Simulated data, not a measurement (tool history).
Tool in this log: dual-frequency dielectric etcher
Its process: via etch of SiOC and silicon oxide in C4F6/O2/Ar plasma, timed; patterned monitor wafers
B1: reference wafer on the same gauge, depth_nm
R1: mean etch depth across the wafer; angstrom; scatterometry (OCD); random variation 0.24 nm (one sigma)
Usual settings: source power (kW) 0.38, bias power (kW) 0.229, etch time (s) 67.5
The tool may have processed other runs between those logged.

run 1 hour=0 | source_power_(kW)=0.38 bias_power_(kW)=0.229 etch_time_(s)=67.5 | B1=79.7 | R1=802
run 2 hour=60.6 | source_power_(kW)=0.38 bias_power_(kW)=0.229 etch_time_(s)=57 | B1=79.7 | R1=674
run 3 hour=112.1 | source_power_(kW)=0.38 bias_power_(kW)=0.183 etch_time_(s)=67.5 | B1=79.7 | R1=737
run 4 hour=168 | source_power_(kW)=0.38 bias_power_(kW)=0.183 etch_time_(s)=67.5 | B1=79.8 | R1=734
run 5 hour=265.4 | source_power_(kW)=0.38 bias_power_(kW)=0.247 etch_time_(s)=67.5 | B1=79.7 | R1=812
-- hour=335.1 wet clean of the chamber
run 6 hour=335.6 | source_power_(kW)=0.38 bias_power_(kW)=0.247 etch_time_(s)=67.5 | B1=79.7 | R1=828
run 7 hour=375.8 | source_power_(kW)=0.38 bias_power_(kW)=0.229 etch_time_(s)=67.5 | B1=79.7 | R1=800
-- hour=438.5 upper electrode replaced
run 8 hour=459.4 | source_power_(kW)=0.38 bias_power_(kW)=0.229 etch_time_(s)=67.5 | B1=79.7 | R1=800
run 9 hour=541.6 | source_power_(kW)=0.38 bias_power_(kW)=0.229 etch_time_(s)=67.5 | B1=79.6 | R1=791
run 10 hour=588.6 | source_power_(kW)=0.38 bias_power_(kW)=0.229 etch_time_(s)=67.5 | B1=79.7 | R1=794
run 11 hour=690.8 | source_power_(kW)=0.38 bias_power_(kW)=0.229 etch_time_(s)=55.5 | B1=79.7 | R1=652
-- hour=708.8 source power generator calibrated
run 12 hour=757.8 | source_power_(kW)=0.38 bias_power_(kW)=0.229 etch_time_(s)=75 | B1=79.8 | R1=875
-- hour=809.6 wet clean of the chamber
run 13 hour=841.4 | source_power_(kW)=0.38 bias_power_(kW)=0.206 etch_time_(s)=51.5 | B1=79.7 | R1=583
run 14 hour=888.6 | source_power_(kW)=0.38 bias_power_(kW)=0.253 etch_time_(s)=62.5 | B1=79.7 | R1=765
run 15 hour=991.1 | source_power_(kW)=0.38 bias_power_(kW)=0.229 etch_time_(s)=67.5 | B1=79.7 | R1=790
run 16 hour=1040.2 | source_power_(kW)=0.38 bias_power_(kW)=0.229 etch_time_(s)=67.5 | B1=79.7 | R1=788
run 17 hour=1097.3 | source_power_(kW)=0.38 bias_power_(kW)=0.247 etch_time_(s)=67.5 | B1=79.7 | R1=809
-- hour=1132.7 gauge calibrated
run 18 hour=1154.7 | source_power_(kW)=0.28 bias_power_(kW)=0.184 etch_time_(s)=81.5 | B1=79.7 | R1=764
run 19 hour=1224.7 | source_power_(kW)=0.38 bias_power_(kW)=0.182 etch_time_(s)=67.5 | B1=79.6 | R1=722
run 20 hour=1301.2 | source_power_(kW)=0.45 bias_power_(kW)=0.229 etch_time_(s)=67.5 | B1=79.7 | R1=842

The next listed run, before its measurement:
-- hour=1340.7 wet clean of the chamber
run 21 hour=1361.9 | source_power_(kW)=0.42 bias_power_(kW)=0.229 etch_time_(s)=67.5 | B1=? | R1=?

Run 21 yielded B1 79.6, R1 828 angstrom.
Had the tool carried no hidden state, the very same run would have given R1 844 angstrom.
